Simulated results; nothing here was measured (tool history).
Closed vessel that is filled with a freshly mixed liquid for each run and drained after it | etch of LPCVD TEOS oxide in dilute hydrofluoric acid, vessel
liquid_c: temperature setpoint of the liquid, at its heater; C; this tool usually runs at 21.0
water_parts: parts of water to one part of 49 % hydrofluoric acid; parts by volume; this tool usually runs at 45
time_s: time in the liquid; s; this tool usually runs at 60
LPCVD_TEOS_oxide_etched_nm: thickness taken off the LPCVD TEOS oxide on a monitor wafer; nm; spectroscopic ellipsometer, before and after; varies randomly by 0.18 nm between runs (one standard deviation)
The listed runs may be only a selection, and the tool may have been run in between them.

| run | hour | liquid_c | water_parts | time_s | read-back film thickness of the LPCVD TEOS oxide reference wafer, read on the same gauge (nm) | LPCVD_TEOS_oxide_etched_nm |
|---|---|---|---|---|---|---|
| 1 | 0.0 | 23.5 | 45 | 60 | 42.09 | 32.28 |
| 2 | 37.8 | 23.5 | 45 | 60 | 42.17 | 32.03 |
| 3 | 136.4 | 21.0 | 45 | 60 | 42.18 | 28.80 |
| 4 | 192.7 | 21.0 | 45 | 60 | 42.22 | 28.97 |
| 5 | 228.7 | 21.0 | 45 | 60 | 42.21 | 28.93 |
| 6 | 316.7 | 21.0 | 45 | 60 | 42.30 | 29.25 |
| 7 | 388.8 | 21.0 | 45 | 60 | 42.30 | 29.11 |
| 8 | 429.0 | 21.0 | 45 | 60 | 42.39 | 29.20 |
| 9 | 503.9 | 21.0 | 45 | 50 | 42.36 | 24.33 |
| 10 | 611.7 | 21.0 | 45 | 60 | 42.46 | 29.15 |
| 11 | 659.9 | 21.0 | 45 | 60 | 42.45 | 29.27 |
|  | 759.5 | thermometer replaced |
| 12 | 831.0 | 21.0 | 45 | 70 | 42.56 | 34.17 |
|  | 833.2 | hydrofluoric acid flow meter replaced |
| 13 | 907.0 | 21.0 | 45 | 70 | 42.54 | 33.88 |
| 14 | 1108.5 | 21.0 | 45 | 70 | 42.57 | 34.16 |
| 15 | 1174.7 | 21.0 | 65 | 60 | 42.61 | 19.89 |
| 16 | 1228.0 | 19.0 | 45 | 75 | 42.60 | 33.40 |
| 17 | 1287.0 | 21.0 | 30 | 60 | 42.63 | 44.96 |
| 18 | 1390.8 | 21.0 | 45 | 60 | 42.66 | 28.85 |
|  | 1448.4 | gauge calibrated |
| 19 | 1481.2 | 21.0 | 60 | 60 | 39.75 | 20.20 |
| 20 | 1572.5 | 24.5 | 30 | 60 | 40.05 | 48.91 |
| 21 | 1660.7 | 22.5 | 35 | 60 | 40.29 | 38.44 |
|  | 1706.9 | hydrofluoric acid flow meter replaced |
| 22 | 1707.4 | 25.0 | 30 | 85 | 40.44 | 71.60 |
| 23 | 1744.1 | 19.0 | 45 | 60 | 40.48 | 25.74 |
| 24 | 1817.6 | 17.0 | 35 | 50 | 40.67 | 25.87 |
| 25 | 2035.3 | 21.0 | 65 | 45 | 41.02 | 14.14 |
| 26 | 2121.2 | 21.0 | 45 | 60 | 41.17 | 28.28 |
| 27 | 2180.6 | 21.0 | 35 | 50 | 41.22 | 30.81 |
| 28 | 2243.2 | 23.5 | 45 | 30 | 41.35 | 15.94 |
| 29 | 2285.2 | 21.0 | 45 | 60 | 41.36 | 28.30 |

Forecast each of these 4 alternatives for the next run:
| A | 2285.9 | 21.0 | 45 | 60 | ? | ? |
| B | 2285.9 | 21.0 | 45 | 90 | ? | ? |
| C | 2285.9 | 21.0 | 50 | 60 | ? | ? |
| D | 2285.9 | 25.5 | 45 | 60 | ? | ? |

| run | read-back film thickness of the LPCVD TEOS oxide reference wafer, read on the same gauge (nm) | LPCVD_TEOS_oxide_etched_nm |
|---|---|---|
| A | 41.39 | 28.64 |
| B | 41.39 | 42.95 |
| C | 41.39 | 25.61 |
| D | 41.39 | 34.53 |
Take away the tool's hidden state, keep each run's random variation, and the runs would have read:
| run | LPCVD_TEOS_oxide_etched_nm |
|---|---|
| A | 27.68 |
| B | 41.52 |
| C | 24.76 |
| D | 33.38 |

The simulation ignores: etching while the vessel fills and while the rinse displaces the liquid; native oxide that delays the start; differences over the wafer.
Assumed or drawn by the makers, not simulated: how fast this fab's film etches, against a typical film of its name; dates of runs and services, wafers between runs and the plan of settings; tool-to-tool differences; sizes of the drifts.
